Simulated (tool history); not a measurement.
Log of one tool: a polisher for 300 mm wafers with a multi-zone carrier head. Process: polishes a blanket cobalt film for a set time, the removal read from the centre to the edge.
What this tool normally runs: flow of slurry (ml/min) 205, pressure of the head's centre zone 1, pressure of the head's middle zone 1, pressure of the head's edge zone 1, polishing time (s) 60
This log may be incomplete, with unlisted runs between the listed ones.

| run | hour | flow of slurry (ml/min) | pressure of the head's centre zone | pressure of the head's middle zone | pressure of the head's edge zone | polishing time (s) | incoming thickness of the incoming film, nm | film removed at the wafer's centre (angstrom) | film removed at mid-radius (angstrom) | film removed at the wafer's edge (angstrom) |
|---|---|---|---|---|---|---|---|---|---|---|
| 1 | 0 | 205 | 0.95 | 1 | 1 | 60 | 1473 | 2922 | 3062 | 3076 |
|  | 6.3 | worn pad replaced by a new one |
|  | 31.7 | carrier head's membrane replaced by a new one |
| 2 | 49.2 | 205 | 1 | 0.97 | 1.11 | 71 | 1453.8 | 3650 | 3529 | 3799 |
| 3 | 114.2 | 165 | 1 | 1 | 0.93 | 48 | 1437.2 | 2356 | 2316 | 2289 |
| 4 | 152.8 | 160 | 1.09 | 1.11 | 1.07 | 60 | 1471.2 | 3226 | 3095 | 3084 |
| 5 | 239 | 205 | 1 | 1 | 1 | 60 | 1483.4 | 3053 | 2958 | 3035 |
| 6 | 279.9 | 205 | 1 | 1 | 1 | 60 | 1449.4 | 3059 | 2986 | 3046 |
| 7 | 355.1 | 205 | 1 | 1 | 1 | 60 | 1452.5 | 3042 | 2984 | 3024 |
| 8 | 395.8 | 205 | 1 | 1 | 1 | 60 | 1465.3 | 3008 | 2935 | 3027 |
| 9 | 452.7 | 205 | 1 | 1 | 1.08 | 40 | 1448.9 | 2012 | 1974 | 2075 |
|  | 487 | slurry nozzle cleaned |
| 10 | 548 | 205 | 1 | 1.07 | 1.07 | 60 | 1432.9 | 3125 | 3150 | 3188 |
| 11 | 636.3 | 205 | 1 | 1 | 1 | 60 | 1473.5 | 3104 | 2989 | 3095 |
|  | 727.9 | worn pad replaced by a new one |
|  | 729.1 | centre zone pressure recalibrated |
| 12 | 729.6 | 140 | 1.07 | 0.96 | 1 | 67 | 1459 | 3457 | 3088 | 3234 |
| 13 | 815.1 | 205 | 1 | 1 | 1 | 60 | 1486 | 3083 | 3003 | 3021 |
| 14 | 912.6 | 205 | 1 | 1 | 1 | 60 | 1458.7 | 3024 | 3014 | 3036 |
| 15 | 1014.8 | 205 | 1 | 1.09 | 1.11 | 70 | 1460.3 | 3553 | 3606 | 3699 |
|  | 1169.3 | slurry nozzle cleaned |
|  | 1243.4 | edge zone pressure recalibrated |
| 16 | 1324.8 | 250 | 1 | 1.03 | 1.08 | 75 | 1470.5 | 4011 | 3918 | 4053 |
|  | 1397 | carrier head's membrane replaced by a new one |
| 17 | 1426.2 | 205 | 1 | 1 | 0.91 | 71 | 1462.2 | 3682 | 3480 | 3481 |
|  | 1431.3 | worn pad replaced by a new one |
| 18 | 1516.7 | 205 | 1 | 1 | 1 | 40 | 1467.4 | 2040 | 1986 | 2047 |
| 19 | 1559.5 | 205 | 1 | 1 | 0.96 | 69 | 1432.3 | 3497 | 3451 | 3402 |
| 20 | 1629.9 | 205 | 1 | 1 | 1 | 60 | 1444.3 | 3068 | 2972 | 3042 |
| 21 | 1669.9 | 270 | 1 | 0.89 | 1 | 60 | 1452.4 | 3194 | 2911 | 3115 |
| 22 | 1727.7 | 205 | 1 | 1 | 1.06 | 73 | 1462.6 | 3664 | 3588 | 3763 |

The same runs without the tool's hidden state, with the same run-to-run variation:
Hidden state at play: removal rate lost through wear of the pad, %; slurry flow missing at the pad, %; deviation of the centre zone's pressure from its setpoint, %; deviation of the edge zone's pressure from its setpoint, %.
| run | film removed at the wafer's centre (angstrom) | film removed at mid-radius (angstrom) | film removed at the wafer's edge (angstrom) |
|---|---|---|---|
| 1 | 2965 | 3103 | 3106 |
| 2 | 3713 | 3583 | 3842 |
| 3 | 2416 | 2367 | 2325 |
| 4 | 3318 | 3172 | 3140 |
| 5 | 3136 | 3029 | 3090 |
| 6 | 3150 | 3065 | 3105 |
| 7 | 3146 | 3075 | 3091 |
| 8 | 3118 | 3031 | 3099 |
| 9 | 2093 | 2044 | 2129 |
| 10 | 3148 | 3171 | 3204 |
| 11 | 3140 | 3019 | 3118 |
| 12 | 3535 | 3150 | 3280 |
| 13 | 3145 | 3058 | 3062 |
| 14 | 3101 | 3083 | 3087 |
| 15 | 3665 | 3706 | 3775 |
| 16 | 4051 | 3953 | 4080 |
| 17 | 3745 | 3533 | 3519 |
| 18 | 2084 | 2024 | 2076 |
| 19 | 3581 | 3525 | 3455 |
| 20 | 3153 | 3046 | 3097 |
| 21 | 3269 | 2972 | 3164 |
| 22 | 3787 | 3696 | 3845 |
